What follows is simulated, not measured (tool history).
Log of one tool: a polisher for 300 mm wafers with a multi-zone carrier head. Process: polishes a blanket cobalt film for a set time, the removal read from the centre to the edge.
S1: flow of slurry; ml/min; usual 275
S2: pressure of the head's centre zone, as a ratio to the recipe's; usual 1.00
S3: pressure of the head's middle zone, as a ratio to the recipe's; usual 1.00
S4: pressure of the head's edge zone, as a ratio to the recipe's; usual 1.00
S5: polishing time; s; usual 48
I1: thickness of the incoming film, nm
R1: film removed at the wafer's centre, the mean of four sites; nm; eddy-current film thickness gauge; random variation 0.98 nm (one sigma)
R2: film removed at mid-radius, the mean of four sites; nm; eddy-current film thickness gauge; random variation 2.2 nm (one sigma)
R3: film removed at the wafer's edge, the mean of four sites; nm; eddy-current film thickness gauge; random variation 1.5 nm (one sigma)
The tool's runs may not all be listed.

run   hour   S1    S2    S3    S4  S5     I1     R1     R2     R3
  1    0.0  275  1.05  0.88  1.05  39  748.5  128.4  111.6  116.2
  2   67.5  335  1.00  1.04  1.00  36  748.7  115.2  117.3  107.5
      69.5  -- slurry nozzle cleaned
  3  110.2  275  1.00  1.05  1.00  48  740.1  151.9  157.9  139.3
  4  141.5  275  1.00  1.00  1.00  48  753.6  153.3  148.6  139.8
     189.4  -- carrier head's membrane replaced by a new one
  5  213.4  240  1.00  1.00  0.91  48  739.3  151.4  147.4  132.9
  6  260.2  275  1.00  1.05  0.95  48  742.7  155.4  150.9  140.7
  7  316.3  275  1.04  1.10  0.92  31  751.6  106.5  102.7   88.2
     351.8  -- worn pad replaced by a new one
  8  376.0  275  1.08  1.10  0.92  53  760.3  188.8  177.1  150.2
     395.5  -- centre zone pressure recalibrated
  9  404.9  275  1.00  1.07  0.89  48  743.8  148.8  157.1  133.7
 10  471.0  305  0.89  1.09  1.00  35  744.5   99.0  116.4  102.1
 11  503.0  275  1.00  1.00  1.00  48  745.6  150.2  151.2  140.2
 12  561.4  275  1.09  1.00  1.00  48  760.8  166.4  149.7  141.0
 13  623.7  205  1.09  1.00  0.91  42  750.5  140.2  126.8  116.9
     680.1  -- edge zone pressure recalibrated
 14  686.1  235  1.00  1.00  0.95  48  753.7  151.5  148.9  135.9
     710.5  -- carrier head's membrane replaced by a new one
 15  720.7  275  1.00  1.00  1.00  48  762.8  153.9  147.7  141.0
     731.0  -- worn pad replaced by a new one
 16  761.9  275  1.10  0.93  1.11  59  756.4  209.5  175.4  180.4
 17  823.3  275  1.00  1.00  1.00  41  762.6  135.5  128.1  121.2
     859.4  -- slurry nozzle cleaned
 18  868.8  345  1.00  1.00  1.11  56  737.0  187.9  182.8  176.1
 19  901.4  310  1.00  1.00  1.03  53  754.5  179.0  171.5  159.3
 20  943.3  330  1.00  1.00  1.00  48  747.3  160.3  150.8  144.3
 21  990.3  180  1.00  1.00  1.00  48  756.1  154.1  148.1  134.8

What the log doesn't show, run by run:
removal rate lost through wear of the pad, %: 0 in every run
slurry flow missing at the pad, %: 0 in every run
deviation of the edge zone's pressure from its setpoint, %: 0 in every run
H1: deviation of the centre zone's pressure from its setpoint, %
run    H1
  1  3.22
  2  4.23
  3  4.87
  4  5.33
  5  6.41
  6  7.11
  7  7.95
  8  8.84
  9  1.81
 10   2.8
 11  3.28
 12  4.15
 13  5.08
 14  6.02
 15  6.54
 16  7.15
 17  8.07
 18  8.75
 19  9.24
 20  9.87
 21  10.6
